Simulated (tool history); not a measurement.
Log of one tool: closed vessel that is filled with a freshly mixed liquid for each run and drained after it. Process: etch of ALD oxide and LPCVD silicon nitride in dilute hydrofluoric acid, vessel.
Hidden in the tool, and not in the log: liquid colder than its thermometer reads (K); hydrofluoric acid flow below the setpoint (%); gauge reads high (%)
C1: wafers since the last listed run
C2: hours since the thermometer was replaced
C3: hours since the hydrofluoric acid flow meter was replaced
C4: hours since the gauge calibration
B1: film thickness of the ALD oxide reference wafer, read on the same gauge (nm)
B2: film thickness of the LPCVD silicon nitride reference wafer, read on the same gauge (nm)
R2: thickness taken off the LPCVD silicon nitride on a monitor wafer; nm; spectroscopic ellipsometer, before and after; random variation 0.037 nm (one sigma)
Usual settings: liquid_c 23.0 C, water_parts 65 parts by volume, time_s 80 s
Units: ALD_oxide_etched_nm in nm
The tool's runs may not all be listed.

run 1 day=0.000 | liquid_c=26.0 water_parts=65 time_s=80 | C1=0 C2=1277.6 C3=1994.3 C4=63.8 | B1=140.03 B2=110.026 | ALD_oxide_etched_nm=12.49 R2=0.659
run 2 day=0.971 | liquid_c=26.0 water_parts=65 time_s=80 | C1=3127 C2=1300.9 C3=2017.6 C4=87.1 | B1=140.02 B2=110.003 | ALD_oxide_etched_nm=12.62 R2=0.637
run 3 day=1.696 | liquid_c=26.0 water_parts=65 time_s=80 | C1=2335 C2=1318.3 C3=2035.0 C4=104.5 | B1=140.00 B2=110.028 | ALD_oxide_etched_nm=12.52 R2=0.617
run 4 day=3.050 | liquid_c=23.0 water_parts=65 time_s=80 | C1=4362 C2=1350.8 C3=2067.5 C4=137.0 | B1=140.00 B2=109.980 | ALD_oxide_etched_nm=11.13 R2=0.488
run 5 day=3.721 | liquid_c=23.0 water_parts=65 time_s=80 | C1=2161 C2=1366.9 C3=2083.6 C4=153.1 | B1=140.02 B2=109.997 | ALD_oxide_etched_nm=11.15 R2=0.496
run 6 day=4.925 | liquid_c=23.0 water_parts=65 time_s=80 | C1=3879 C2=1395.8 C3=2112.5 C4=182.0 | B1=140.01 B2=110.028 | ALD_oxide_etched_nm=10.96 R2=0.530
run 7 day=5.808 | liquid_c=23.0 water_parts=65 time_s=80 | C1=2845 C2=1417.0 C3=2133.7 C4=203.2 | B1=140.01 B2=110.004 | ALD_oxide_etched_nm=11.07 R2=0.489
-- day=6.238 gauge calibrated
run 8 day=6.329 | liquid_c=23.0 water_parts=65 time_s=80 | C1=1677 C2=1429.5 C3=2146.2 C4=2.2 | B1=140.01 B2=109.992 | ALD_oxide_etched_nm=11.05 R2=0.563
run 9 day=6.950 | liquid_c=23.0 water_parts=65 time_s=45 | C1=2000 C2=1444.4 C3=2161.1 C4=17.1 | B1=139.98 B2=109.952 | ALD_oxide_etched_nm=6.19 R2=0.277
run 10 day=9.483 | liquid_c=23.0 water_parts=65 time_s=80 | C1=8161 C2=1505.2 C3=2221.9 C4=77.9 | B1=139.97 B2=109.972 | ALD_oxide_etched_nm=10.97 R2=0.559
run 11 day=10.158 | liquid_c=19.0 water_parts=65 time_s=120 | C1=2174 C2=1521.4 C3=2238.1 C4=94.1 | B1=140.01 B2=109.985 | ALD_oxide_etched_nm=13.99 R2=0.560
-- day=10.667 hydrofluoric acid flow meter replaced
run 12 day=11.121 | liquid_c=23.0 water_parts=65 time_s=80 | C1=2966 C2=1544.5 C3=10.9 C4=117.2 | B1=140.04 B2=109.977 | ALD_oxide_etched_nm=12.70 R2=0.515
-- day=11.767 thermometer replaced
run 13 day=11.958 | liquid_c=21.5 water_parts=65 time_s=35 | C1=2563 C2=4.6 C3=31.0 C4=137.3 | B1=139.99 B2=109.989 | ALD_oxide_etched_nm=5.25 R2=0.225
run 14 day=12.600 | liquid_c=28.0 water_parts=90 time_s=80 | C1=2067 C2=20.0 C3=46.4 C4=152.7 | B1=139.98 B2=110.021 | ALD_oxide_etched_nm=10.80 R2=0.551
run 15 day=14.033 | liquid_c=23.0 water_parts=90 time_s=80 | C1=4617 C2=54.4 C3=80.8 C4=187.1 | B1=140.03 B2=110.037 | ALD_oxide_etched_nm=8.88 R2=0.424

The next listed run, before its measurement:
run 16 day=14.800 | liquid_c=23.0 water_parts=85 time_s=95 | C1=2469 C2=72.8 C3=99.2 C4=205.5 | B1=? B2=? | ALD_oxide_etched_nm=? R2=?

Run 16 gave B1 140.00, B2 110.023, ALD_oxide_etched_nm 11.26 nm, R2 0.558 nm.
Without the tool's hidden state the same run would have given ALD_oxide_etched_nm 11.42 nm, R2 0.565 nm.

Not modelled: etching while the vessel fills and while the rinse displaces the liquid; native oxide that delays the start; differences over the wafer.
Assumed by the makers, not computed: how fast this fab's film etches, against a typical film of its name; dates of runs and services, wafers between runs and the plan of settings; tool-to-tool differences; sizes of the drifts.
